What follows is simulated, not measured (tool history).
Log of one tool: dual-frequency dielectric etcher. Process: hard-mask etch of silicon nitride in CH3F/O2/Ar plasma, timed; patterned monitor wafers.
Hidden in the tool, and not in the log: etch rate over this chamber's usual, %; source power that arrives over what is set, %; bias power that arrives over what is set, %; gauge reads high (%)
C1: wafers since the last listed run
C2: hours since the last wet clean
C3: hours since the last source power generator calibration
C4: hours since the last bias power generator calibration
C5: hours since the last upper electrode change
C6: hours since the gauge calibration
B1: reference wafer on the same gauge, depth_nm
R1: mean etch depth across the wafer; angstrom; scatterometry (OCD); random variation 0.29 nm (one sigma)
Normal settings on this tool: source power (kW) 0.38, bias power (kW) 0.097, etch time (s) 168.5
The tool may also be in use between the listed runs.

run 1 day=0 | source_power_(kW)=0.38 bias_power_(kW)=0.097 etch_time_(s)=168.5 | C1=0 C2=429.1 C3=3494.3 C4=196.7 C5=2843.7 C6=869.7 | B1=125.1 | R1=1334
-- day=3.733 wet clean of the chamber
run 2 day=3.754 | source_power_(kW)=0.38 bias_power_(kW)=0.097 etch_time_(s)=168.5 | C1=413 C2=0.5 C3=3584.4 C4=286.8 C5=2933.8 C6=959.8 | B1=125.1 | R1=1361
run 3 day=7.708 | source_power_(kW)=0.38 bias_power_(kW)=0.082 etch_time_(s)=168.5 | C1=594 C2=95.4 C3=3679.3 C4=381.7 C5=3028.7 C6=1054.7 | B1=125.1 | R1=1304
run 4 day=9.596 | source_power_(kW)=0.38 bias_power_(kW)=0.082 etch_time_(s)=168.5 | C1=283 C2=140.7 C3=3724.6 C4=427 C5=3074 C6=1100 | B1=125 | R1=1306
run 5 day=12.508 | source_power_(kW)=0.38 bias_power_(kW)=0.082 etch_time_(s)=168.5 | C1=437 C2=210.6 C3=3794.5 C4=496.9 C5=3143.9 C6=1169.9 | B1=125 | R1=1300
run 6 day=15.388 | source_power_(kW)=0.38 bias_power_(kW)=0.078 etch_time_(s)=168.5 | C1=432 C2=279.7 C3=3863.6 C4=566 C5=3213 C6=1239 | B1=125.1 | R1=1288
run 7 day=17.033 | source_power_(kW)=0.38 bias_power_(kW)=0.078 etch_time_(s)=168.5 | C1=247 C2=319.2 C3=3903.1 C4=605.5 C5=3252.5 C6=1278.5 | B1=125.1 | R1=1283
run 8 day=20.421 | source_power_(kW)=0.38 bias_power_(kW)=0.085 etch_time_(s)=168.5 | C1=508 C2=400.5 C3=3984.4 C4=686.8 C5=3333.8 C6=1359.8 | B1=125.1 | R1=1302
-- day=24.867 wet clean of the chamber
run 9 day=25.133 | source_power_(kW)=0.38 bias_power_(kW)=0.085 etch_time_(s)=168.5 | C1=557 C2=6.4 C3=4097.5 C4=799.9 C5=3446.9 C6=1472.9 | B1=125 | R1=1311
run 10 day=29.371 | source_power_(kW)=0.38 bias_power_(kW)=0.088 etch_time_(s)=168.5 | C1=636 C2=108.1 C3=4199.2 C4=901.6 C5=3548.6 C6=1574.6 | B1=125 | R1=1319
run 11 day=32.158 | source_power_(kW)=0.38 bias_power_(kW)=0.088 etch_time_(s)=168.5 | C1=418 C2=175 C3=4266.1 C4=968.5 C5=3615.5 C6=1641.5 | B1=125.1 | R1=1312
run 12 day=41.033 | source_power_(kW)=0.38 bias_power_(kW)=0.088 etch_time_(s)=168.5 | C1=1333 C2=388 C3=4479.1 C4=1181.5 C5=3828.5 C6=1854.5 | B1=124.9 | R1=1304
run 13 day=43.979 | source_power_(kW)=0.38 bias_power_(kW)=0.097 etch_time_(s)=147.5 | C1=442 C2=458.7 C3=4549.8 C4=1252.2 C5=3899.2 C6=1925.2 | B1=125 | R1=1169
run 14 day=45.688 | source_power_(kW)=0.38 bias_power_(kW)=0.097 etch_time_(s)=147.5 | C1=256 C2=499.7 C3=4590.8 C4=1293.2 C5=3940.2 C6=1966.2 | B1=125.1 | R1=1166
run 15 day=49.471 | source_power_(kW)=0.44 bias_power_(kW)=0.097 etch_time_(s)=168.5 | C1=568 C2=590.5 C3=4681.6 C4=1384 C5=4031 C6=2057 | B1=125 | R1=1401
-- day=50.712 wet clean of the chamber
run 16 day=51.371 | source_power_(kW)=0.38 bias_power_(kW)=0.097 etch_time_(s)=211 | C1=135 C2=15.8 C3=4727.2 C4=1429.6 C5=4076.6 C6=2102.6 | B1=124.9 | R1=1693
run 17 day=55.375 | source_power_(kW)=0.38 bias_power_(kW)=0.097 etch_time_(s)=168.5 | C1=601 C2=111.9 C3=4823.3 C4=1525.7 C5=4172.7 C6=2198.7 | B1=125.1 | R1=1347
run 18 day=57.938 | source_power_(kW)=0.3 bias_power_(kW)=0.105 etch_time_(s)=149 | C1=384 C2=173.4 C3=4884.8 C4=1587.2 C5=4234.2 C6=2260.2 | B1=125.1 | R1=1104
-- day=58.875 source power generator calibrated
run 19 day=60.279 | source_power_(kW)=0.44 bias_power_(kW)=0.079 etch_time_(s)=196 | C1=326 C2=229.6 C3=33.7 C4=1643.4 C5=4290.4 C6=2316.4 | B1=125 | R1=1612
-- day=64.379 bias power generator calibrated
-- day=64.404 upper electrode replaced
run 20 day=64.688 | source_power_(kW)=0.41 bias_power_(kW)=0.119 etch_time_(s)=154 | C1=633 C2=335.4 C3=139.5 C4=7.4 C5=6.8 C6=2422.2 | B1=125 | R1=1337
run 21 day=66.646 | source_power_(kW)=0.42 bias_power_(kW)=0.117 etch_time_(s)=138 | C1=294 C2=382.4 C3=186.5 C4=54.4 C5=53.8 C6=2469.2 | B1=125.1 | R1=1207
-- day=68.1 gauge calibrated
-- day=70.696 wet clean of the chamber
run 22 day=70.717 | source_power_(kW)=0.41 bias_power_(kW)=0.097 etch_time_(s)=218.5 | C1=461 C2=0.5 C3=284.2 C4=152.1 C5=151.5 C6=62.8 | B1=125 | R1=1824
run 23 day=72.958 | source_power_(kW)=0.45 bias_power_(kW)=0.097 etch_time_(s)=217.5 | C1=336 C2=54.3 C3=338 C4=205.9 C5=205.3 C6=116.6 | B1=125 | R1=1876
run 24 day=74.612 | source_power_(kW)=0.31 bias_power_(kW)=0.097 etch_time_(s)=140.5 | C1=248 C2=94 C3=377.7 C4=245.6 C5=245 C6=156.3 | B1=125 | R1=1048
run 25 day=76.954 | source_power_(kW)=0.38 bias_power_(kW)=0.097 etch_time_(s)=168.5 | C1=351 C2=150.2 C3=433.9 C4=301.8 C5=301.2 C6=212.5 | B1=125 | R1=1356
run 26 day=80.688 | source_power_(kW)=0.38 bias_power_(kW)=0.097 etch_time_(s)=205.5 | C1=560 C2=239.8 C3=523.5 C4=391.4 C5=390.8 C6=302.1 | B1=124.9 | R1=1654
run 27 day=82.942 | source_power_(kW)=0.38 bias_power_(kW)=0.097 etch_time_(s)=168.5 | C1=338 C2=293.9 C3=577.6 C4=445.5 C5=444.9 C6=356.2 | B1=125.1 | R1=1351
run 28 day=85.333 | source_power_(kW)=0.33 bias_power_(kW)=0.097 etch_time_(s)=213.5 | C1=359 C2=351.3 C3=635 C4=502.9 C5=502.3 C6=413.6 | B1=125 | R1=1619

Each row is a separate what-if for the run after 28, all from the same tool condition, not one after another. Results?
run A day=85.354 | source_power_(kW)=0.38 bias_power_(kW)=0.097 etch_time_(s)=168.5 | C1=3 C2=351.8 C3=635.5 C4=503.4 C5=502.8 C6=414.1 | B1=? | R1=?
run B day=85.354 | source_power_(kW)=0.42 bias_power_(kW)=0.097 etch_time_(s)=168.5 | C1=3 C2=351.8 C3=635.5 C4=503.4 C5=502.8 C6=414.1 | B1=? | R1=?
run C day=85.354 | source_power_(kW)=0.44 bias_power_(kW)=0.115 etch_time_(s)=168.5 | C1=3 C2=351.8 C3=635.5 C4=503.4 C5=502.8 C6=414.1 | B1=? | R1=?
run D day=85.354 | source_power_(kW)=0.35 bias_power_(kW)=0.087 etch_time_(s)=168.5 | C1=3 C2=351.8 C3=635.5 C4=503.4 C5=502.8 C6=414.1 | B1=? | R1=?
run E day=85.354 | source_power_(kW)=0.31 bias_power_(kW)=0.113 etch_time_(s)=206.5 | C1=3 C2=351.8 C3=635.5 C4=503.4 C5=502.8 C6=414.1 | B1=? | R1=?

run=A B1=125 R1=1349
run=B B1=125 R1=1403
run=C B1=125 R1=1483
run=D B1=125 R1=1277
run=E B1=125 R1=1579
Stripped of hidden state, with their random variation kept, the same runs would have yielded:
run=A R1=1374
run=B R1=1429
run=C R1=1511
run=D R1=1300
run=E R1=1608

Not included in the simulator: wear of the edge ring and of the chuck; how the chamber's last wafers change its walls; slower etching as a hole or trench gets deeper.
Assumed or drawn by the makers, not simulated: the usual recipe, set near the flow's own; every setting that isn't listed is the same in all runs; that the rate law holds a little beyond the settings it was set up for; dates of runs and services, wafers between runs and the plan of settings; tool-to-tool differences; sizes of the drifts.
